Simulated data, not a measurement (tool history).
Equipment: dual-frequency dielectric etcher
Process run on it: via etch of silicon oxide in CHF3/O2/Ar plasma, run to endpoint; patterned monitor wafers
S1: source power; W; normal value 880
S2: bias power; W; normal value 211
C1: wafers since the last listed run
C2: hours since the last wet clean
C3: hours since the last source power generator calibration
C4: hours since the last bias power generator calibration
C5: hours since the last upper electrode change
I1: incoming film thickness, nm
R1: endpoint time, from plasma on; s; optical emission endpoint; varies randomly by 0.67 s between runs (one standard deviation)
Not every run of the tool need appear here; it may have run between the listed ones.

run	day	S1	S2	C1	C2	C3	C4	C5	I1	R1
1	0	880	211	0	280.7	2491.6	2614.1	4468.5	545.9	223.1
2	1.133	880	211	87	307.9	2518.8	2641.3	4495.7	541.2	223.4
3	2.317	880	211	90	336.3	2547.2	2669.7	4524.1	544	223.9
4	4.488	880	211	166	388.4	2599.3	2721.8	4576.2	548.6	226.3
5	5.308	880	211	63	408.1	2619	2741.5	4595.9	552.8	228.2
6	6.675	740	211	105	440.9	2651.8	2774.3	4628.7	543.9	238.2
# day 8.012: wet clean of the chamber
# day 8.367: upper electrode replaced
7	8.388	880	211	27	9	2692.9	2815.4	0.5	551.9	226.4
8	8.55	880	211	12	12.9	2696.8	2819.3	4.4	544.3	222.9
9	9.067	810	211	39	25.3	2709.2	2831.7	16.8	545.3	229
10	10.108	810	211	80	50.3	2734.2	2856.7	41.8	549.6	230.5
11	10.779	880	211	51	66.4	2750.3	2872.8	57.9	550.2	225.5
12	12.05	880	211	97	96.9	2780.8	2903.3	88.4	547.2	223.4
13	12.708	690	235	50	112.7	2796.6	2919.1	104.2	549.3	234.4
14	13.729	980	224	78	137.2	2821.1	2943.6	128.7	546.1	212.2
15	14.988	1040	261	96	167.4	2851.3	2973.8	158.9	549.5	200.5
# day 15.196: bias power generator calibrated
16	16.283	800	240	86	198.5	2882.4	26.1	190	548.4	223.5
17	17.158	1010	194	67	219.5	2903.4	47.1	211	546.5	220.7
# day 17.508: source power generator calibrated
18	17.821	880	211	38	235.4	7.5	63	226.9	548.3	225.5
19	18.875	750	159	81	260.7	32.8	88.3	252.2	542.7	254.7
20	20.304	880	259	109	295	67.1	122.6	286.5	546.5	211.4
21	20.896	740	211	45	309.2	81.3	136.8	300.7	549	239.3
22	21.65	740	165	57	327.3	99.4	154.9	318.8	539.8	253
23	22.579	880	211	71	349.6	121.7	177.2	341.1	547.4	225.5
24	23.254	880	211	51	365.8	137.9	193.4	357.3	546.3	225.6
25	24.612	740	211	104	398.4	170.5	226	389.9	548.2	238.9

Branching from run 25: 4 alternative next runs. What would each branch give?
A	24.633	1020	211	1	398.9	171	226.5	390.4	539.5	?
B	24.633	1070	233	1	398.9	171	226.5	390.4	539.5	?
C	24.633	1060	189	1	398.9	171	226.5	390.4	539.5	?
D	24.633	1020	165	1	398.9	171	226.5	390.4	539.5	?

run	R1
A	212.5
B	202.9
C	216.9
D	228.5
What these runs would have given with no unlogged condition in the tool:
run	R1
A	210.1
B	200.6
C	214.5
D	225.9
